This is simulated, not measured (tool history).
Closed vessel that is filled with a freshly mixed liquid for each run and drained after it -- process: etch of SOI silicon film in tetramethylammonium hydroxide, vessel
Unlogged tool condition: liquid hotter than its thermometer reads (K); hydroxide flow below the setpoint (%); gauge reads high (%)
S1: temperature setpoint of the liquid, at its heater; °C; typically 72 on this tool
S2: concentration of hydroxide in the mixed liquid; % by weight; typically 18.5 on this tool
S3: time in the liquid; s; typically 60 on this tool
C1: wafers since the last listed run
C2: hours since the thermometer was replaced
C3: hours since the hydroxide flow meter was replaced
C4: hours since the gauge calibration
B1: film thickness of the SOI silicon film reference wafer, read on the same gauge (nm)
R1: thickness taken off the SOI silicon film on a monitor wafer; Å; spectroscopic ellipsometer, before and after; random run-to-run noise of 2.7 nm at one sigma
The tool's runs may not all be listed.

run	hour	S1	S2	S3	C1	C2	C3	C4	B1	R1
1	0	74	18.5	60	0	1093.1	2500.3	70	49.99	4623.4
2	12.6	72	18.5	60	1222	1105.7	2512.9	82.6	50	4065.7
3	28.1	72	18.5	60	1504	1121.2	2528.4	98.1	50	4132.3
4	43.6	72	18.5	60	1504	1136.7	2543.9	113.6	49.99	4095.1
5	51.2	67.5	18.5	40	737	1144.3	2551.5	121.2	49.99	2145.9
6	59.5	72	18.5	35	805	1152.6	2559.8	129.5	49.99	2429.6
7	76.2	72	18.5	35	1620	1169.3	2576.5	146.2	50	2443.6
8	92.6	72	18.5	35	1591	1185.7	2592.9	162.6	49.97	2449.7
9	107.7	72	18.5	60	1465	1200.8	2608	177.7	49.99	4136.1
10	115.5	72	18.5	60	756	1208.6	2615.8	185.5	49.99	4188.1
11	123.9	72	18.5	60	815	1217	2624.2	193.9	50.02	4222.9
12	141.8	72	18.5	60	1737	1234.9	2642.1	211.8	50	4129.6
13	159.4	72	18.5	60	1707	1252.5	2659.7	229.4	49.96	4188.3
14	170.8	72	18.5	60	1106	1263.9	2671.1	240.8	50.01	4233.1
15	184	64	20	40	1280	1277.1	2684.3	254	50.01	1694.2
16	191.7	72	18.5	35	747	1284.8	2692	261.7	49.97	2462.7
17	200.5	67.5	23	50	853	1293.6	2700.8	270.5	49.99	2365.7
18	217.1	72	18.5	30	1610	1310.2	2717.4	287.1	50	2076
# hour 222.7: gauge calibrated
19	224	72	18.5	60	669	1317.1	2724.3	1.3	50	4186.1
20	258.7	74.5	23	35	3367	1351.8	2759	36	49.99	2489.2
21	265.2	76	23.5	60	630	1358.3	2765.5	42.5	49.99	4521.7
# hour 269.3: thermometer replaced
22	275.7	65	18.5	30	921	6.4	2776	53	50.01	1198.4
# hour 284.7: hydroxide flow meter replaced
23	285.5	70	21.5	90	853	16.2	0.8	62.8	50.04	4453.4
24	300.5	67	24	40	1455	31.2	15.8	77.8	50	1514
25	307.1	67	18.5	50	640	37.8	22.4	84.4	49.98	2257.1
26	321.5	72	18.5	60	1397	52.2	36.8	98.8	50.03	3667.6
27	354.5	72	18.5	60	3202	85.2	69.8	131.8	50	3681.7
28	361	74.5	18.5	50	630	91.7	76.3	138.3	50.02	3540.1

Forecast each of these 4 alternatives for the next run:
A	361.7	72	21	60	67	92.4	77	139	?	?
B	361.7	69.5	18.5	30	67	92.4	77	139	?	?
C	361.7	74.5	23	50	67	92.4	77	139	?	?
D	361.7	72	13.5	60	67	92.4	77	139	?	?

run	B1	R1
A	50.01	3439.7
B	50.01	1575.9
C	50.01	3075.2
D	50.01	4159.7
With no hidden state in the tool, these same runs would have given:
run	R1
A	3400
B	1557.4
C	3040.2
D	4111.7
